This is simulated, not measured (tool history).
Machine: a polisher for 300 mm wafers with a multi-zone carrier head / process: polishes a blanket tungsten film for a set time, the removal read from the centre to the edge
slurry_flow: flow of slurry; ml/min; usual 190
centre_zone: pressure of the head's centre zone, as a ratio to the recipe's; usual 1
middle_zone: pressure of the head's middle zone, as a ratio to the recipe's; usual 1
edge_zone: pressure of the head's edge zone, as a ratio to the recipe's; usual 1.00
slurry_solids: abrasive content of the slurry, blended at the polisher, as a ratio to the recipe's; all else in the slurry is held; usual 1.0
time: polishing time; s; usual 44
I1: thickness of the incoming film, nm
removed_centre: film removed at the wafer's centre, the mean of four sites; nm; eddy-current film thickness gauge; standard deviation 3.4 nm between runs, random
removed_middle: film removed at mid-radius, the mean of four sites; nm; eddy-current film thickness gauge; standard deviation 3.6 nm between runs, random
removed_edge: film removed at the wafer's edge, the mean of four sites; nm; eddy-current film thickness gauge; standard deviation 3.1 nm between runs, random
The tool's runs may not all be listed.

run 1 hour=0.0 | slurry_flow=190 centre_zone=1 middle_zone=1 edge_zone=1.00 slurry_solids=1.0 time=44 | I1=626.3 | removed_centre=257.8 removed_middle=248.7 removed_edge=248.2
run 2 hour=12.8 | slurry_flow=205 centre_zone=1 middle_zone=1 edge_zone=1.00 slurry_solids=1.0 time=44 | I1=621.8 | removed_centre=252.8 removed_middle=249.0 removed_edge=247.1
run 3 hour=22.2 | slurry_flow=190 centre_zone=1 middle_zone=1 edge_zone=1.00 slurry_solids=1.0 time=44 | I1=623.3 | removed_centre=247.3 removed_middle=242.6 removed_edge=255.9
run 4 hour=33.6 | slurry_flow=190 centre_zone=1 middle_zone=1 edge_zone=1.00 slurry_solids=1.0 time=44 | I1=628.2 | removed_centre=257.7 removed_middle=251.7 removed_edge=251.7
run 5 hour=51.2 | slurry_flow=190 centre_zone=1 middle_zone=1 edge_zone=1.00 slurry_solids=1.0 time=44 | I1=612.1 | removed_centre=250.3 removed_middle=254.5 removed_edge=245.7
-- hour=58.5 worn pad replaced by a new one
run 6 hour=61.5 | slurry_flow=190 centre_zone=1 middle_zone=1 edge_zone=1.00 slurry_solids=0.9 time=44 | I1=616.8 | removed_centre=245.4 removed_middle=239.8 removed_edge=238.8
run 7 hour=71.6 | slurry_flow=190 centre_zone=1 middle_zone=1 edge_zone=0.94 slurry_solids=1.0 time=44 | I1=610.0 | removed_centre=255.7 removed_middle=247.5 removed_edge=246.1
-- hour=78.8 centre zone pressure recalibrated
run 8 hour=83.3 | slurry_flow=190 centre_zone=1 middle_zone=1 edge_zone=0.94 slurry_solids=1.0 time=44 | I1=629.2 | removed_centre=249.4 removed_middle=245.6 removed_edge=241.3
-- hour=97.1 carrier head's membrane replaced by a new one
run 9 hour=97.6 | slurry_flow=190 centre_zone=1 middle_zone=1 edge_zone=1.00 slurry_solids=1.0 time=44 | I1=625.2 | removed_centre=248.4 removed_middle=253.7 removed_edge=247.1
run 10 hour=105.1 | slurry_flow=190 centre_zone=1 middle_zone=1 edge_zone=1.00 slurry_solids=1.0 time=44 | I1=627.1 | removed_centre=250.8 removed_middle=250.6 removed_edge=248.5
run 11 hour=112.9 | slurry_flow=190 centre_zone=1 middle_zone=1 edge_zone=1.00 slurry_solids=0.9 time=38 | I1=617.3 | removed_centre=208.9 removed_middle=207.3 removed_edge=206.3
-- hour=121.9 slurry nozzle cleaned
run 12 hour=122.4 | slurry_flow=190 centre_zone=1 middle_zone=1 edge_zone=1.00 slurry_solids=0.8 time=44 | I1=608.9 | removed_centre=236.2 removed_middle=232.2 removed_edge=231.3
run 13 hour=135.9 | slurry_flow=190 centre_zone=1 middle_zone=1 edge_zone=1.00 slurry_solids=1.0 time=44 | I1=622.4 | removed_centre=250.9 removed_middle=245.2 removed_edge=243.2
-- hour=140.0 edge zone pressure recalibrated
-- hour=146.9 worn pad replaced by a new one
run 14 hour=147.4 | slurry_flow=205 centre_zone=1 middle_zone=1 edge_zone=1.00 slurry_solids=1.0 time=44 | I1=629.2 | removed_centre=256.4 removed_middle=241.9 removed_edge=246.9

What does the tool deliver on the next run?
run 15 hour=159.1 | slurry_flow=190 centre_zone=1 middle_zone=1 edge_zone=1.00 slurry_solids=1.1 time=44 | I1=620.2 | removed_centre=? removed_middle=? removed_edge=?

Run 15 came out at removed_centre 252.4 nm, removed_middle 261.7 nm, removed_edge 256.7 nm.
Without the tool's hidden state the same run would have given removed_centre 252.4 nm, removed_middle 261.7 nm, removed_edge 256.7 nm.
